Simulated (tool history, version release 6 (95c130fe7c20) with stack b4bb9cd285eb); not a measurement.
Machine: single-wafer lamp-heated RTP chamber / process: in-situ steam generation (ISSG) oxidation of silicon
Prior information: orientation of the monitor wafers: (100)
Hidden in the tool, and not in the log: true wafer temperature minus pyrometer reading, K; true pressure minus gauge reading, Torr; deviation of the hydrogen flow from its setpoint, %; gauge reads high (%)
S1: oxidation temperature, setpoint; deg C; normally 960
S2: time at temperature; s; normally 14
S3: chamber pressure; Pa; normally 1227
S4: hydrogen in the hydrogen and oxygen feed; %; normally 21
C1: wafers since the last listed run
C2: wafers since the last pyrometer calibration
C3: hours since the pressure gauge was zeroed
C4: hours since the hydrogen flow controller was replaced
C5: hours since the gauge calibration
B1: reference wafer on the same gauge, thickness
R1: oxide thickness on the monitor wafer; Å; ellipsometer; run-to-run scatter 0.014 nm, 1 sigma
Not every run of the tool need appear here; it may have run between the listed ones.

| run | hour | S1 | S2 | S3 | S4 | C1 | C2 | C3 | C4 | C5 | B1 | R1 |
|---|---|---|---|---|---|---|---|---|---|---|---|---|
| 1 | 0 | 960 | 14 | 1227 | 21 | 0 | 2229 | 4133.6 | 6771.8 | 115.7 | 3.244 | 39.62 |
| 2 | 6.7 | 960 | 14 | 1227 | 21 | 70 | 2300 | 4140.3 | 6778.5 | 122.4 | 3.245 | 40.07 |
| 3 | 18.2 | 960 | 14 | 1227 | 21 | 120 | 2420 | 4151.8 | 6790 | 133.9 | 3.238 | 40.3 |
| 4 | 25 | 960 | 14 | 1227 | 21 | 71 | 2491 | 4158.6 | 6796.8 | 140.7 | 3.241 | 40.01 |
| 5 | 31.1 | 960 | 14 | 1227 | 21 | 63 | 2555 | 4164.7 | 6802.9 | 146.8 | 3.235 | 39.81 |
| 6 | 43.4 | 960 | 14 | 1227 | 21 | 128 | 2684 | 4177 | 6815.2 | 159.1 | 3.244 | 39.95 |
| 7 | 72 | 960 | 14 | 1227 | 21 | 299 | 2984 | 4205.6 | 6843.8 | 187.7 | 3.24 | 40.46 |
| 8 | 84.6 | 970 | 14 | 1227 | 21 | 132 | 3116 | 4218.2 | 6856.4 | 200.3 | 3.239 | 41.45 |
|  | 102.8 | gauge calibrated |
|  | 104.3 | hydrogen flow controller replaced |
| 9 | 104.8 | 970 | 14 | 1227 | 21 | 127 | 3244 | 4238.4 | 0.5 | 2 | 3.235 | 41.54 |
| 10 | 125.8 | 970 | 14 | 1227 | 21 | 220 | 3464 | 4259.4 | 21.5 | 23 | 3.242 | 41.56 |
| 11 | 138.5 | 960 | 14 | 1227 | 21 | 133 | 3597 | 4272.1 | 34.2 | 35.7 | 3.248 | 40.7 |
| 12 | 148 | 960 | 14 | 1227 | 21 | 99 | 3697 | 4281.6 | 43.7 | 45.2 | 3.236 | 40.04 |
|  | 160.3 | pyrometer window cleaned and pyrometer calibrated |
| 13 | 160.8 | 960 | 14 | 1360 | 13 | 50 | 5 | 4294.4 | 56.5 | 58 | 3.24 | 35.29 |
| 14 | 166.9 | 960 | 17 | 1227 | 21 | 63 | 69 | 4300.5 | 62.6 | 64.1 | 3.239 | 42.45 |
| 15 | 192.2 | 944 | 12 | 1360 | 12 | 265 | 334 | 4325.8 | 87.9 | 89.4 | 3.239 | 30.89 |
|  | 202.5 | pressure gauge zeroed |
| 16 | 207.2 | 960 | 9 | 1280 | 13 | 73 | 408 | 4.7 | 102.9 | 104.4 | 3.241 | 29.78 |
| 17 | 220.1 | 960 | 10 | 1040 | 16 | 135 | 543 | 17.6 | 115.8 | 117.3 | 3.237 | 32.91 |
| 18 | 232.2 | 949 | 14 | 1227 | 21 | 126 | 670 | 29.7 | 127.9 | 129.4 | 3.245 | 38.5 |
| 19 | 246.2 | 960 | 14 | 1360 | 29 | 146 | 816 | 43.7 | 141.9 | 143.4 | 3.239 | 41.83 |
| 20 | 253.9 | 960 | 14 | 1227 | 21 | 80 | 897 | 51.4 | 149.6 | 151.1 | 3.242 | 39.77 |
| 21 | 263.9 | 966 | 11 | 1227 | 21 | 104 | 1002 | 61.4 | 159.6 | 161.1 | 3.238 | 36.76 |
| 22 | 277.5 | 969 | 12 | 1227 | 21 | 142 | 1144 | 75 | 173.2 | 174.7 | 3.242 | 38.36 |
| 23 | 288.8 | 942 | 11 | 1360 | 21 | 118 | 1263 | 86.3 | 184.5 | 186 | 3.238 | 33.96 |
| 24 | 296.4 | 960 | 14 | 1227 | 21 | 79 | 1342 | 93.9 | 192.1 | 193.6 | 3.24 | 39.98 |

Alternative continuations, all from the tool just after run 24; predict every row:
| A | 296.8 | 960 | 14 | 1227 | 29 | 4 | 1347 | 94.3 | 192.5 | 194 | ? | ? |
| B | 296.8 | 960 | 16 | 1120 | 16 | 4 | 1347 | 94.3 | 192.5 | 194 | ? | ? |
| C | 296.8 | 949 | 14 | 1280 | 13 | 4 | 1347 | 94.3 | 192.5 | 194 | ? | ? |
| D | 296.8 | 960 | 14 | 1333 | 21 | 4 | 1347 | 94.3 | 192.5 | 194 | ? | ? |

| run | B1 | R1 |
|---|---|---|
| A | 3.244 | 43.04 |
| B | 3.244 | 39.79 |
| C | 3.244 | 34.57 |
| D | 3.244 | 39.28 |
Had the tool no hidden state, the same runs would have come out as:
| run | R1 |
|---|---|
| A | 42.53 |
| B | 39.29 |
| C | 34.19 |
| D | 38.81 |
